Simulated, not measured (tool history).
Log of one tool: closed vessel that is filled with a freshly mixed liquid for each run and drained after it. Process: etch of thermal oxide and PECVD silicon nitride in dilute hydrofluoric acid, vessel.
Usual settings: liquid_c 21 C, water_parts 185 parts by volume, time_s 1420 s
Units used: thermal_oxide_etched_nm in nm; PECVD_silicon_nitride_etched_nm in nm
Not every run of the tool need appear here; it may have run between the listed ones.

run,hour,liquid_c,water_parts,time_s,wafers since the last listed run,hours since the thermometer was replaced,hours since the hydrofluoric acid flow meter was replaced,hours since the gauge calibration,"read-back film thickness of the thermal oxide reference wafer, read on the same gauge (nm)","read-back film thickness of the PECVD silicon nitride reference wafer, read on the same gauge (nm)",thermal_oxide_etched_nm,PECVD_silicon_nitride_etched_nm
1,0,21,185,1420,0,1710.4,1543.8,219.9,49.99,80,29.69,32.83
2,27.7,21,185,1420,1365,1738.1,1571.5,247.6,50,80,29.67,32.87
3,59.3,21,185,1420,1557,1769.7,1603.1,279.2,50.01,80.01,30.08,32.92
4,92.9,21,185,1420,1656,1803.3,1636.7,312.8,49.98,80,30.18,32.91
5,121,21,255,1420,1385,1831.4,1664.8,340.9,49.99,80,20.14,24.57
6,184.8,21,185,1420,3145,1895.2,1728.6,404.7,50.01,79.97,30.33,32.91
# hour 233.2: thermometer replaced
# hour 241.4: hydrofluoric acid flow meter replaced
7,253.8,21,185,1420,3302,20.6,12.4,473.7,50,80.03,27.44,28.6
8,287.6,21,185,1420,1666,54.4,46.2,507.5,50.01,80.02,27.91,29.04
9,327.2,21,120,620,1952,94,85.8,547.1,50,80.02,20.02,19.07
10,382.8,26,185,1045,2740,149.6,141.4,602.7,50.02,80.01,24.54,29.27
11,407.6,21,245,1420,1222,174.4,166.2,627.5,49.99,79.97,19.75,22.07
12,437.9,23,215,715,1493,204.7,196.5,657.8,49.99,79.97,12.79,14.26
# hour 455.7: gauge calibrated
13,483.8,21,185,1420,2262,250.6,242.4,28.1,50.01,80.02,27.79,29.43
14,525.1,21,185,1420,2035,291.9,283.7,69.4,50.02,79.99,28.18,29.3
15,583.5,18,155,1065,2878,350.3,342.1,127.8,49.98,80.03,23.28,21.44
16,613.8,23,215,715,1493,380.6,372.4,158.1,50,80.02,12.43,14.55
17,649.7,18,220,1420,1769,416.5,408.3,194,49.99,80.03,20.43,20.78

Alternative continuations, all from the tool just after run 17; predict every row:
A,650.7,21,185,1420,49,417.5,409.3,195,?,?,?,?
B,650.7,19,185,655,49,417.5,409.3,195,?,?,?,?
C,650.7,25.5,135,1950,49,417.5,409.3,195,?,?,?,?
D,650.7,25.5,115,1420,49,417.5,409.3,195,?,?,?,?
E,650.7,21,185,2220,49,417.5,409.3,195,?,?,?,?

run,"read-back film thickness of the thermal oxide reference wafer, read on the same gauge (nm)","read-back film thickness of the PECVD silicon nitride reference wafer, read on the same gauge (nm)",thermal_oxide_etched_nm,PECVD_silicon_nitride_etched_nm
A,50.03,80.02,28.47,29.53
B,50.03,80.02,12.16,11.95
C,50.03,80.02,67.27,73.96
D,50.03,80.02,58.95,63.19
E,50.03,80.02,44.51,46.16
The same runs, with their run-to-run variation unchanged, on a tool lacking any hidden condition would have given:
run,thermal_oxide_etched_nm,PECVD_silicon_nitride_etched_nm
A,27.74,28.25
B,11.84,11.42
C,65.55,70.82
D,57.43,60.48
E,43.37,44.16

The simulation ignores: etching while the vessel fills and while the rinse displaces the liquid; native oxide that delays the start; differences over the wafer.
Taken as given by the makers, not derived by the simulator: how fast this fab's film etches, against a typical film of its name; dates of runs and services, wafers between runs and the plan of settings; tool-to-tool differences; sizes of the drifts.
